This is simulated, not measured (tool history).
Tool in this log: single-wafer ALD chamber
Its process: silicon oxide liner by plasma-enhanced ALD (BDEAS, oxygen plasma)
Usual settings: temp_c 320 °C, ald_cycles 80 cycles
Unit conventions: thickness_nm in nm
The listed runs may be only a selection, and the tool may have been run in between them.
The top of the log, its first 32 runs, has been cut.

| run | day | temp_c | ald_cycles | read-back reference wafer on the same gauge, thickness_nm | thickness_nm |
|---|---|---|---|---|---|
| 33 | 35.238 | 307 | 95 | 5.335 | 7.352 |
| 34 | 35.779 | 312 | 67 | 5.347 | 5.146 |
| 35 | 36.783 | 320 | 80 | 5.343 | 6.096 |
| 36 | 38.117 | 314 | 91 | 5.333 | 6.99 |
| 37 | 38.712 | 307 | 85 | 5.344 | 6.585 |
| 38 | 39.433 | 334 | 65 | 5.343 | 4.866 |
| 39 | 40.992 | 316 | 80 | 5.331 | 6.119 |
| 40 | 44.879 | 335 | 80 | 5.325 | 5.969 |
| 41 | 45.542 | 312 | 65 | 5.329 | 4.99 |
| 42 | 46.704 | 320 | 80 | 5.322 | 6.073 |
| 43 | 47.704 | 320 | 71 | 5.327 | 5.396 |
| 44 | 48.896 | 315 | 93 | 5.323 | 7.095 |
| 45 | 49.908 | 320 | 80 | 5.32 | 6.092 |
| 46 | 50.412 | 320 | 80 | 5.316 | 6.056 |

Below are 4 alternative next runs, each starting from the tool's condition after run 46. Predict each:
| A | 50.433 | 320 | 80 | ? | ? |
| B | 50.433 | 320 | 86 | ? | ? |
| C | 50.433 | 310 | 65 | ? | ? |
| D | 50.433 | 325 | 88 | ? | ? |

| run | read-back reference wafer on the same gauge, thickness_nm | thickness_nm |
|---|---|---|
| A | 5.313 | 6.074 |
| B | 5.313 | 6.529 |
| C | 5.313 | 4.998 |
| D | 5.313 | 6.639 |
Without the tool's unlogged condition, the same runs would have read:
| run | thickness_nm |
|---|---|
| A | 6.122 |
| B | 6.581 |
| C | 5.037 |
| D | 6.691 |
